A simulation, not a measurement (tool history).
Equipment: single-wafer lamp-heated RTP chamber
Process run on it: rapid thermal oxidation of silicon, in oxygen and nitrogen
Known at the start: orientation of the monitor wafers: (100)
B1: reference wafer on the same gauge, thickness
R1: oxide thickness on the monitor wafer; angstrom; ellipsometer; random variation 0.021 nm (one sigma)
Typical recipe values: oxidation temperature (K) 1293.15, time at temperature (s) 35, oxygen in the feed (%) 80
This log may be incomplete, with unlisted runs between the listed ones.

Run 1, hour 0.0: usual settings; B1 5.218. Result: R1 59.44 angstrom.
Run 2, hour 17.5: usual settings; B1 5.216. Result: R1 59.05 angstrom.
Run 3, hour 24.1: usual settings but time at temperature (s) 28; B1 5.217. Result: R1 53.64 angstrom.
Run 4, hour 35.7: usual settings but time at temperature (s) 28; B1 5.222. Result: R1 54.03 angstrom.
Run 5, hour 47.8: usual settings but oxidation temperature (K) 1300.15; B1 5.220. Result: R1 62.10 angstrom.
At hour 62.1: pyrometer window cleaned and pyrometer calibrated.
Run 6, hour 62.6: usual settings but oxidation temperature (K) 1300.15; B1 5.214. Result: R1 58.45 angstrom.
At hour 76.9: oxygen flow controller replaced.
Run 7, hour 77.4: usual settings; B1 5.219. Result: R1 55.36 angstrom.
Run 8, hour 87.1: usual settings but oxygen in the feed (%) 97; B1 5.215. Result: R1 59.78 angstrom.
Run 9, hour 94.2: usual settings but oxygen in the feed (%) 87; B1 5.222. Result: R1 57.64 angstrom.
Run 10, hour 104.3: usual settings but oxidation temperature (K) 1267.15, time at temperature (s) 27, oxygen in the feed (%) 98; B1 5.217. Result: R1 45.07 angstrom.
Run 11, hour 116.8: usual settings but oxidation temperature (K) 1303.15, time at temperature (s) 18, oxygen in the feed (%) 64; B1 5.220. Result: R1 42.53 angstrom.
Run 12, hour 130.0: usual settings but time at temperature (s) 49, oxygen in the feed (%) 90; B1 5.216. Result: R1 67.49 angstrom.
Run 13, hour 143.7: usual settings but oxidation temperature (K) 1300.15; B1 5.218. Result: R1 58.61 angstrom.
At hour 154.7: gauge calibrated.
Run 14, hour 159.4: usual settings but oxidation temperature (K) 1279.15, time at temperature (s) 47, oxygen in the feed (%) 61; B1 5.222. Result: R1 53.09 angstrom.
Run 15, hour 169.9: usual settings but oxidation temperature (K) 1277.15, time at temperature (s) 48; B1 5.217. Result: R1 58.12 angstrom.
Run 16, hour 179.2: usual settings; B1 5.221. Result: R1 56.54 angstrom.
Run 17, hour 187.9: usual settings but oxidation temperature (K) 1319.15, time at temperature (s) 42, oxygen in the feed (%) 68; B1 5.219. Result: R1 69.51 angstrom.

What will run 18 give?
Run 18, hour 197.6: usual settings but oxygen in the feed (%) 88; B1 ?. Result: R1 ?.

B1: 5.222
R1: 59.05 angstrom
Had the tool carried no hidden state, the very same run would have given R1 57.12 angstrom.
